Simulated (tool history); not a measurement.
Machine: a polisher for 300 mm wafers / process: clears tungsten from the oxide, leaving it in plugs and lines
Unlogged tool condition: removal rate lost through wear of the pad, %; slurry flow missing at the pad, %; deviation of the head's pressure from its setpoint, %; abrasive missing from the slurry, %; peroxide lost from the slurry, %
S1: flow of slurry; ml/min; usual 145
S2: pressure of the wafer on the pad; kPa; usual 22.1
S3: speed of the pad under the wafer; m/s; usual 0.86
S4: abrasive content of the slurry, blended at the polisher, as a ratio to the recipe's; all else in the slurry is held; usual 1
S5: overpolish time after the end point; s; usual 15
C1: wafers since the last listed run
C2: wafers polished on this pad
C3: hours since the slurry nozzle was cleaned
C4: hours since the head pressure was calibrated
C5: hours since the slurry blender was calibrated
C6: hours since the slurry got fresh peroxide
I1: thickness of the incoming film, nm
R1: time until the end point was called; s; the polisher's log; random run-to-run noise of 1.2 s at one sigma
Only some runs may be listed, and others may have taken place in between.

Run 1, hour 0: usual settings; C1 0; C2 3755; C3 702.2; C4 885.2; C5 189.2; C6 69.6; I1 310.7. Result: R1 108.2 s.
At hour 24.7: worn pad replaced by a new one.
Run 2, hour 36.4: usual settings; C1 336; C2 121; C3 738.6; C4 921.6; C5 225.6; C6 106; I1 307.7. Result: R1 110.3 s.
Run 3, hour 107.2: usual settings; C1 735; C2 857; C3 809.4; C4 992.4; C5 296.4; C6 176.8; I1 313.3. Result: R1 115.2 s.
Run 4, hour 181.2: usual settings; C1 769; C2 1626; C3 883.4; C4 1066.4; C5 370.4; C6 250.8; I1 316.2. Result: R1 118.8 s.
At hour 186: slurry nozzle cleaned.
Run 5, hour 241.4: usual settings; C1 615; C2 2242; C3 55.4; C4 1126.6; C5 430.6; C6 311; I1 310.5. Result: R1 118.9 s.
At hour 273: slurry blender recalibrated.
Run 6, hour 290.6: usual settings but S2 20 kPa; C1 490; C2 2732; C3 104.6; C4 1175.8; C5 17.6; C6 360.2; I1 310.5. Result: R1 131.4 s.
Run 7, hour 334.9: usual settings but S2 20 kPa; C1 460; C2 3193; C3 148.9; C4 1220.1; C5 61.9; C6 404.5; I1 309. Result: R1 131.6 s.
At hour 362.9: slurry tank refilled with fresh slurry and peroxide.
Run 8, hour 440: usual settings; C1 1081; C2 4275; C3 254; C4 1325.2; C5 167; C6 77.1; I1 310.8. Result: R1 109.3 s.
At hour 450.6: worn pad replaced by a new one.
Run 9, hour 520.1: usual settings; C1 790; C2 722; C3 334.1; C4 1405.3; C5 247.1; C6 157.2; I1 311.4. Result: R1 109.9 s.
Run 10, hour 568.5: usual settings but S3 1.06 m/s, S4 0.75; C1 503; C2 1225; C3 382.5; C4 1453.7; C5 295.5; C6 205.6; I1 315.5. Result: R1 104.6 s.
At hour 624.2: head pressure recalibrated.
At hour 626.4: slurry blender recalibrated.
Run 11, hour 642.9: usual settings but S3 1.06 m/s, S4 0.75; C1 731; C2 1956; C3 456.9; C4 18.7; C5 16.5; C6 280; I1 304.6. Result: R1 105.1 s.
Run 12, hour 735.8: usual settings but S1 165 ml/min, S4 0.8; C1 965; C2 2922; C3 549.8; C4 111.6; C5 109.4; C6 372.9; I1 314.7. Result: R1 119.2 s.
At hour 755.8: slurry tank refilled with fresh slurry and peroxide.
Run 13, hour 835.2: usual settings but S1 185 ml/min, S2 19.3 kPa, S3 0.78 m/s, S4 0.85; C1 1022; C2 3945; C3 649.2; C4 211; C5 208.8; C6 79.4; I1 311.4. Result: R1 134.7 s.

What does the tool deliver on the next run?
At hour 902.5: worn pad replaced by a new one.
At hour 937: slurry nozzle cleaned.
Run 14, hour 962.2: usual settings but S1 165 ml/min; C1 1267; C2 610; C3 25.2; C4 338; C5 335.8; C6 206.4; I1 306.2. Result: R1 ?.

Run 14 produced R1 109 s.
With the hidden condition absent and the run-to-run variation left alone, this run would have shown R1 96.6 s.
